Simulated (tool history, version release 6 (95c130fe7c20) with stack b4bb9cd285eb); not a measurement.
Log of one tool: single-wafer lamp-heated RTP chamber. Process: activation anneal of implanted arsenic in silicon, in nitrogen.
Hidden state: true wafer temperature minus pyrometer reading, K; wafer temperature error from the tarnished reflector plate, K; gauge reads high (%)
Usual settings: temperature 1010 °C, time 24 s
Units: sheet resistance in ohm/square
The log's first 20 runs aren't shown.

run   hour  temperature  time  wafers since the last listed run  wafers since the last pyrometer calibration  wafers since the reflector plate was cleaned  hours since the gauge calibration  read-back reference wafer on the same gauge, sheet resistance  sheet resistance
 21  251.5         1010    24                                58                                          213                                            64                                9.3                                                         469.97            515.01
 22  266.6         1010    24                               203                                          417                                           268                               24.4                                                         469.84            514.66
 23  273.1          986    24                                87                                          505                                           356                               30.9                                                         469.98            518.37
 24  290.4         1024    33                               233                                          738                                           589                               48.2                                                         469.93            510.31
 25  302.4         1001    15                               161                                          900                                           751                               60.2                                                         470.03            519.49
 26  335.2         1010    24                               442                                         1343                                          1194                                 93                                                         470.03            516.51
 27  353.1         1026    36                               241                                         1584                                          1436                              110.9                                                         470.05             509.8
 28  363.2         1032    19                               136                                         1721                                          1572                                121                                                         469.94            514.25
 29  369.8          989    20                                89                                         1810                                          1661                              127.6                                                         470.15            518.89
 30  383.7         1010    35                               187                                         1998                                          1849                              141.5                                                         470.11            511.95
 31  398.4         1025    28                               198                                         2196                                          2047                              156.2                                                         469.83            512.32
 32  410.6         1025    38                               164                                         2361                                          2212                              168.4                                                         469.88            509.78
 33  418.9         1010    24                               112                                         2473                                          2324                              176.7                                                         470.13            517.15
 34  427.9         1010    24                               121                                         2594                                          2445                              185.7                                                          470.2            516.89
 35  436.2         1010    24                               112                                         2706                                          2557                                194                                                         469.96            515.11
 36  447.4         1027    38                               151                                         2857                                          2708                              205.2                                                          470.1            508.93

Forecast each of these 5 alternatives for the next run:
  A  447.8         1010    29                                 5                                         2863                                          2714                              205.6                                                              ?                 ?
  B  447.8         1033    36                                 5                                         2863                                          2714                              205.6                                                              ?                 ?
  C  447.8         1002    15                                 5                                         2863                                          2714                              205.6                                                              ?                 ?
  D  447.8         1028    17                                 5                                         2863                                          2714                              205.6                                                              ?                 ?
  E  447.8         1038    10                                 5                                         2863                                          2714                              205.6                                                              ?                 ?

run  read-back reference wafer on the same gauge, sheet resistance  sheet resistance
  A                                                         470.01            515.68
  B                                                         470.01            508.15
  C                                                         470.01            520.72
  D                                                         470.01            516.61
  E                                                         470.01            518.74
Without the tool's hidden state the same runs would have given:
run  sheet resistance
  A            515.68
  B            508.15
  C            520.72
  D            516.61
  E            518.74
